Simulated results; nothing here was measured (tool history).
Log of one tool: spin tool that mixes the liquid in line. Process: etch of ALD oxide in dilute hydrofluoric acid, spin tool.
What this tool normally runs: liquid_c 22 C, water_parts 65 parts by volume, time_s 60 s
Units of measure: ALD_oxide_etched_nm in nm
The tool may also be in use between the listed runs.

run    hour  liquid_c  water_parts  time_s  wafers since the last listed run  hours since the thermometer was replaced  hours since the hydrofluoric acid flow meter was replaced  hours since the gauge calibration  read-back film thickness of the ALD oxide reference wafer, read on the same gauge (nm)  ALD_oxide_etched_nm
  1       0        22           65      60                                 0                                    1325.2                                                        804                              541.3                                                                                   59.98                 23.7
  2    46.7        22           65      60                               459                                    1371.9                                                      850.7                                588                                                                                   59.99                23.76
  3    97.3        22           55      60                               498                                    1422.5                                                      901.3                              638.6                                                                                      60                 28.6
  4   141.4        22           65      80                               434                                    1466.6                                                      945.4                              682.7                                                                                   60.03                31.71
  5   242.3        22           65      80                               993                                    1567.5                                                     1046.3                              783.6                                                                                   59.98                31.79
      451.2  -- thermometer replaced
  6     512        22           65      60                              2646                                      60.8                                                       1316                             1053.3                                                                                   59.99                24.13
      542.4  -- gauge calibrated
  7   552.3        22           65      60                               396                                     101.1                                                     1356.3                                9.9                                                                                   59.97                24.27
  8   619.8        22           65      60                               664                                     168.6                                                     1423.8                               77.4                                                                                      60                24.23
  9   686.8        20           75      35                               659                                     235.6                                                     1490.8                              144.4                                                                                   60.05                11.23
 10     746      24.5           40      45                               583                                     294.8                                                       1550                              203.6                                                                                   60.01                33.96
      752.1  -- hydrofluoric acid flow meter replaced
 11   826.1        22           90      60                               779                                     374.9                                                         74                              283.7                                                                                   59.98                16.14
 12     903        22           65      60                               757                                     451.8                                                      150.9                              360.6                                                                                   60.03                23.15
 13   986.5        25           65      60                               822                                     535.3                                                      234.4                              444.1                                                                                      60                26.46
 14  1071.1        22           65      60                               833                                     619.9                                                        319                              528.7                                                                                   60.02                23.41
 15  1127.7        26           65      60                               557                                     676.5                                                      375.6                              585.3                                                                                   60.02                27.61
 16  1192.8        25           85      60                               641                                     741.6                                                      440.7                              650.4                                                                                   60.02                 19.8
 17  1285.1        18           40      40                               909                                     833.9                                                        533                              742.7                                                                                   60.05                22.24

Alternative continuations, all from the tool just after run 17; predict every row:
  A  1285.5        22           65      60                                 3                                     834.3                                                      533.4                              743.1                                                                                       ?                    ?
  B  1285.5        20           45      70                                 3                                     834.3                                                      533.4                              743.1                                                                                       ?                    ?
  C  1285.5      24.5           55      80                                 3                                     834.3                                                      533.4                              743.1                                                                                       ?                    ?
  D  1285.5      26.5           65      60                                 3                                     834.3                                                      533.4                              743.1                                                                                       ?                    ?

run  read-back film thickness of the ALD oxide reference wafer, read on the same gauge (nm)  ALD_oxide_etched_nm
  A                                                                                   60.03                 23.5
  B                                                                                   60.03                37.28
  C                                                                                   60.03                41.55
  D                                                                                   60.03                28.21
What these runs would have given with no unlogged condition in the tool:
run  ALD_oxide_etched_nm
  A                22.76
  B                36.14
  C                40.26
  D                27.32

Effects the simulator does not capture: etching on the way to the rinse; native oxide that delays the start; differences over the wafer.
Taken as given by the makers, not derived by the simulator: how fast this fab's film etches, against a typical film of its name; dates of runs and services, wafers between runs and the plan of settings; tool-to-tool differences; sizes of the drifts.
